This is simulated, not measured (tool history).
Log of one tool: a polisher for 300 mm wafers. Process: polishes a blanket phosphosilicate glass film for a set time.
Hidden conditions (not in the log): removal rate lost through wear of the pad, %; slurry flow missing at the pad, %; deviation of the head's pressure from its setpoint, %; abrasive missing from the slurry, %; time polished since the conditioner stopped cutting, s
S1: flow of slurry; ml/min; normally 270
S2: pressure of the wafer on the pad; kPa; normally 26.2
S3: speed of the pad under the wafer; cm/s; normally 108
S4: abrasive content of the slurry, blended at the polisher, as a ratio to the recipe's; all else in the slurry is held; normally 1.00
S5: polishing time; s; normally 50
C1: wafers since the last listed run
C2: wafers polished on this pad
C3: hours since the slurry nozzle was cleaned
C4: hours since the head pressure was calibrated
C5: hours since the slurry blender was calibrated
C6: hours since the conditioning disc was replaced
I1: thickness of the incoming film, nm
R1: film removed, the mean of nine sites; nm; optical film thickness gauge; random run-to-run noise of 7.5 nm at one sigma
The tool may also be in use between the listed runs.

run	hour	S1	S2	S3	S4	S5	C1	C2	C3	C4	C5	C6	I1	R1
1	0.0	270	22.1	108	1.15	50	0	2492	468.4	629.6	167.4	58.7	3907.9	615.5
# hour 6.0: slurry nozzle cleaned
2	52.0	270	22.1	108	1.15	50	847	3340	46.0	681.6	219.4	110.7	3905.2	617.4
3	106.3	270	26.2	108	1.00	50	902	4242	100.3	735.9	273.7	165.0	3936.2	617.7
# hour 142.3: worn pad replaced by a new one
4	161.1	270	26.2	108	1.00	50	844	312	155.1	790.7	328.5	219.8	3873.3	587.6
# hour 224.5: conditioning disc replaced and pad reconditioned
5	225.0	270	26.2	108	1.00	50	1029	1341	219.0	854.6	392.4	0.5	4022.7	644.8
6	248.7	270	32.4	108	1.00	50	394	1735	242.7	878.3	416.1	24.2	3951.8	717.9
# hour 273.6: head pressure recalibrated
7	286.3	270	32.4	108	1.00	50	591	2327	280.3	12.7	453.7	61.8	3944.9	715.5
8	315.8	270	32.4	108	1.00	50	490	2817	309.8	42.2	483.2	91.3	3979.8	695.8
# hour 359.9: slurry blender recalibrated
9	367.6	270	26.2	108	1.00	50	827	3645	361.6	94.0	7.7	143.1	3955.9	619.1
# hour 391.7: worn pad replaced by a new one
10	416.9	270	26.2	108	1.00	50	753	419	410.9	143.3	57.0	192.4	3955.7	599.9
11	469.3	270	30.3	108	1.00	50	871	1290	463.3	195.7	109.4	244.8	3877.8	646.5
# hour 473.6: slurry nozzle cleaned
# hour 522.5: conditioning disc replaced and pad reconditioned
12	531.6	195	26.2	108	1.30	50	985	2276	58.0	258.0	171.7	9.1	4029.7	708.1
13	599.1	270	17.9	80	1.00	44	1122	3398	125.5	325.5	239.2	76.6	3968.6	396.2
14	643.7	270	26.2	84	1.00	65	741	4140	170.1	370.1	283.8	121.2	3912.7	712.8
# hour 661.4: worn pad replaced by a new one
15	688.5	270	28.3	92	0.80	43	678	450	214.9	414.9	328.6	166.0	3875.1	438.1
16	746.3	270	31.7	96	1.00	50	960	1411	272.7	472.7	386.4	223.8	3923.4	637.9
# hour 775.4: slurry blender recalibrated
17	784.0	270	26.2	108	1.00	50	593	2004	310.4	510.4	8.6	261.5	4001.3	607.7
# hour 822.9: conditioning disc replaced and pad reconditioned
18	831.5	180	22.8	108	1.25	50	756	2761	357.9	557.9	56.1	8.6	4007.5	632.3
19	875.1	210	26.2	120	1.00	50	724	3485	401.5	601.5	99.7	52.2	3885.7	630.2
# hour 945.9: worn pad replaced by a new one
20	946.4	350	26.2	136	0.70	50	1118	8	472.8	672.8	171.0	123.5	3938.3	533.3
21	1008.3	270	26.2	108	1.00	55	1029	1037	534.7	734.7	232.9	185.4	3882.9	669.0
# hour 1036.2: slurry nozzle cleaned
22	1053.8	270	26.2	108	1.00	50	739	1776	17.6	780.2	278.4	230.9	3924.0	601.8
23	1104.9	270	26.2	108	0.75	50	849	2626	68.7	831.3	329.5	282.0	3896.9	474.0
# hour 1114.2: conditioning disc replaced and pad reconditioned
24	1153.9	270	26.2	108	1.00	50	781	3407	117.7	880.3	378.5	39.7	3957.9	627.0
25	1205.8	215	26.2	108	1.00	50	862	4270	169.6	932.2	430.4	91.6	3942.3	608.4

Hidden state or all else? Some run-to-run changes of R1, split into what the settings, what came in and random variation would give without the hidden state, and what is left for the hidden state (with any gauge scatter that isn't in both results):
Run 11 -> 12: S1 270 -> 195, S2 30.3 -> 26.2, S4 1.00 -> 1.30, slurry nozzle cleaned, conditioning disc replaced and pad reconditioned. R1 +61.6 nm: hidden state +34.6, all else +27.0.
Run 12 -> 13: S1 195 -> 270, S2 26.2 -> 17.9, S3 108 -> 80, S4 1.30 -> 1.00, S5 50 -> 44. R1 -311.9 nm: hidden state -0.9, all else -311.0.
Run 13 -> 14: S2 17.9 -> 26.2, S3 80 -> 84, S5 44 -> 65. R1 +316.6 nm: hidden state -12.5, all else +329.1.
Run 17 -> 18: S1 270 -> 180, S2 26.2 -> 22.8, S4 1.00 -> 1.25, conditioning disc replaced and pad reconditioned. R1 +24.6 nm: hidden state +30.0, all else -5.4.
